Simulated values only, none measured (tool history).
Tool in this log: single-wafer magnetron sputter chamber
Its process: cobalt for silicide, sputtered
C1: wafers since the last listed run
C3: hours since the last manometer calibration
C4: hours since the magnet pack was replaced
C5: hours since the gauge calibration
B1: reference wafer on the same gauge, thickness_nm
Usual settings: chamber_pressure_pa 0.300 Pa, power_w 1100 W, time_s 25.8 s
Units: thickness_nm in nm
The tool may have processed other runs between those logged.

run 1 day=0.000 | chamber_pressure_pa=0.300 power_w=1100 time_s=25.8 | C1=0 wafers_on_the_sputter_target=1508 C3=723.5 C4=12170.6 C5=257.6 | B1=13.904 | thickness_nm=12.285
run 2 day=2.538 | chamber_pressure_pa=0.300 power_w=1100 time_s=25.8 | C1=1798 wafers_on_the_sputter_target=3306 C3=784.4 C4=12231.5 C5=318.5 | B1=13.918 | thickness_nm=12.105
run 3 day=5.338 | chamber_pressure_pa=0.300 power_w=1100 time_s=28.7 | C1=1984 wafers_on_the_sputter_target=5290 C3=851.6 C4=12298.7 C5=385.7 | B1=13.887 | thickness_nm=13.451
run 4 day=8.296 | chamber_pressure_pa=0.300 power_w=1100 time_s=25.8 | C1=2096 wafers_on_the_sputter_target=7387 C3=922.6 C4=12369.7 C5=456.7 | B1=13.867 | thickness_nm=12.008
-- day=10.654 sputter target and shields replaced
run 5 day=10.675 | chamber_pressure_pa=0.300 power_w=1100 time_s=25.8 | C1=1449 wafers_on_the_sputter_target=14 C3=979.7 C4=12426.8 C5=513.8 | B1=13.895 | thickness_nm=12.286
run 6 day=11.604 | chamber_pressure_pa=0.300 power_w=1100 time_s=25.8 | C1=658 wafers_on_the_sputter_target=672 C3=1002.0 C4=12449.1 C5=536.1 | B1=13.906 | thickness_nm=12.360
run 7 day=13.450 | chamber_pressure_pa=0.300 power_w=1100 time_s=25.8 | C1=1307 wafers_on_the_sputter_target=1980 C3=1046.3 C4=12493.4 C5=580.4 | B1=13.908 | thickness_nm=12.216
run 8 day=14.608 | chamber_pressure_pa=0.300 power_w=1100 time_s=25.8 | C1=820 wafers_on_the_sputter_target=2801 C3=1074.1 C4=12521.2 C5=608.2 | B1=13.914 | thickness_nm=12.160
run 9 day=16.675 | chamber_pressure_pa=0.300 power_w=1000 time_s=28.8 | C1=1464 wafers_on_the_sputter_target=4266 C3=1123.7 C4=12570.8 C5=657.8 | B1=13.891 | thickness_nm=12.717
run 10 day=18.271 | chamber_pressure_pa=0.300 power_w=1000 time_s=28.8 | C1=1130 wafers_on_the_sputter_target=5397 C3=1162.0 C4=12609.1 C5=696.1 | B1=13.901 | thickness_nm=12.665
-- day=19.617 magnet pack replaced
run 11 day=19.938 | chamber_pressure_pa=0.300 power_w=1000 time_s=28.8 | C1=944 wafers_on_the_sputter_target=6341 C3=1202.0 C4=7.7 C5=736.1 | B1=13.891 | thickness_nm=12.502
run 12 day=21.842 | chamber_pressure_pa=0.378 power_w=950 time_s=25.8 | C1=1349 wafers_on_the_sputter_target=7691 C3=1247.7 C4=53.4 C5=781.8 | B1=13.895 | thickness_nm=10.468
-- day=22.571 sputter target and shields replaced
run 13 day=22.971 | chamber_pressure_pa=0.300 power_w=1100 time_s=25.8 | C1=563 wafers_on_the_sputter_target=284 C3=1274.8 C4=80.5 C5=808.9 | B1=13.892 | thickness_nm=12.388
run 14 day=26.579 | chamber_pressure_pa=0.300 power_w=1100 time_s=25.8 | C1=2556 wafers_on_the_sputter_target=2841 C3=1361.4 C4=167.1 C5=895.5 | B1=13.893 | thickness_nm=12.089
run 15 day=27.788 | chamber_pressure_pa=0.300 power_w=1100 time_s=25.8 | C1=856 wafers_on_the_sputter_target=3697 C3=1390.4 C4=196.1 C5=924.5 | B1=13.917 | thickness_nm=12.173
run 16 day=30.650 | chamber_pressure_pa=0.300 power_w=1300 time_s=22.7 | C1=2028 wafers_on_the_sputter_target=5725 C3=1459.1 C4=264.8 C5=993.2 | B1=13.898 | thickness_nm=11.897
run 17 day=33.442 | chamber_pressure_pa=0.235 power_w=1350 time_s=29.1 | C1=1978 wafers_on_the_sputter_target=7704 C3=1526.1 C4=331.8 C5=1060.2 | B1=13.889 | thickness_nm=15.817
-- day=34.058 sputter target and shields replaced
-- day=34.796 gauge calibrated
run 18 day=35.329 | chamber_pressure_pa=0.205 power_w=950 time_s=29.2 | C1=1101 wafers_on_the_sputter_target=901 C3=1571.4 C4=377.1 C5=12.8 | B1=13.875 | thickness_nm=12.959
run 19 day=37.738 | chamber_pressure_pa=0.418 power_w=850 time_s=25.8 | C1=1706 wafers_on_the_sputter_target=2607 C3=1629.2 C4=434.9 C5=70.6 | B1=13.893 | thickness_nm=9.883
run 20 day=38.788 | chamber_pressure_pa=0.300 power_w=1350 time_s=22.8 | C1=744 wafers_on_the_sputter_target=3351 C3=1654.4 C4=460.1 C5=95.8 | B1=13.892 | thickness_nm=12.413
-- day=40.638 capacitance manometer re-zeroed and calibrated
run 21 day=42.596 | chamber_pressure_pa=0.300 power_w=1350 time_s=22.8 | C1=2462 wafers_on_the_sputter_target=5814 C3=47.0 C4=551.5 C5=187.2 | B1=13.899 | thickness_nm=12.266
run 22 day=44.133 | chamber_pressure_pa=0.218 power_w=1250 time_s=24.3 | C1=1089 wafers_on_the_sputter_target=6903 C3=83.9 C4=588.4 C5=224.1 | B1=13.889 | thickness_nm=12.684
-- day=44.833 sputter target and shields replaced
run 23 day=46.625 | chamber_pressure_pa=0.212 power_w=850 time_s=21.6 | C1=1529 wafers_on_the_sputter_target=1270 C3=143.7 C4=648.2 C5=283.9 | B1=13.899 | thickness_nm=8.925
run 24 day=52.242 | chamber_pressure_pa=0.300 power_w=1250 time_s=22.7 | C1=3980 wafers_on_the_sputter_target=5250 C3=278.5 C4=783.0 C5=418.7 | B1=13.910 | thickness_nm=11.504
run 25 day=53.717 | chamber_pressure_pa=0.243 power_w=1300 time_s=21.0 | C1=1045 wafers_on_the_sputter_target=6295 C3=313.9 C4=818.4 C5=454.1 | B1=13.877 | thickness_nm=11.133
-- day=55.250 sputter target and shields replaced
run 26 day=56.379 | chamber_pressure_pa=0.339 power_w=1350 time_s=24.1 | C1=1650 wafers_on_the_sputter_target=800 C3=377.8 C4=882.3 C5=518.0 | B1=13.899 | thickness_nm=13.111
run 27 day=58.362 | chamber_pressure_pa=0.300 power_w=1100 time_s=25.8 | C1=1405 wafers_on_the_sputter_target=2205 C3=425.4 C4=929.9 C5=565.6 | B1=13.902 | thickness_nm=12.202
run 28 day=59.933 | chamber_pressure_pa=0.300 power_w=1100 time_s=25.8 | C1=1113 wafers_on_the_sputter_target=3319 C3=463.1 C4=967.6 C5=603.3 | B1=13.899 | thickness_nm=12.060

5 ways to go on from here, each from the tool as it stands after run 28. What would each give?
run A day=59.950 | chamber_pressure_pa=0.300 power_w=1100 time_s=25.8 | C1=11 wafers_on_the_sputter_target=3330 C3=463.5 C4=968.0 C5=603.7 | B1=? | thickness_nm=?
run B day=59.950 | chamber_pressure_pa=0.370 power_w=1000 time_s=28.1 | C1=11 wafers_on_the_sputter_target=3330 C3=463.5 C4=968.0 C5=603.7 | B1=? | thickness_nm=?
run C day=59.950 | chamber_pressure_pa=0.300 power_w=1000 time_s=22.2 | C1=11 wafers_on_the_sputter_target=3330 C3=463.5 C4=968.0 C5=603.7 | B1=? | thickness_nm=?
run D day=59.950 | chamber_pressure_pa=0.300 power_w=1100 time_s=27.2 | C1=11 wafers_on_the_sputter_target=3330 C3=463.5 C4=968.0 C5=603.7 | B1=? | thickness_nm=?
run E day=59.950 | chamber_pressure_pa=0.300 power_w=1100 time_s=30.4 | C1=11 wafers_on_the_sputter_target=3330 C3=463.5 C4=968.0 C5=603.7 | B1=? | thickness_nm=?

run=A B1=13.901 thickness_nm=12.211
run=B B1=13.901 thickness_nm=12.208
run=C B1=13.901 thickness_nm=9.853
run=D B1=13.901 thickness_nm=12.874
run=E B1=13.901 thickness_nm=14.388
Without the tool's hidden state the same runs would have given:
run=A thickness_nm=12.422
run=B thickness_nm=12.419
run=C thickness_nm=10.023
run=D thickness_nm=13.096
run=E thickness_nm=14.637

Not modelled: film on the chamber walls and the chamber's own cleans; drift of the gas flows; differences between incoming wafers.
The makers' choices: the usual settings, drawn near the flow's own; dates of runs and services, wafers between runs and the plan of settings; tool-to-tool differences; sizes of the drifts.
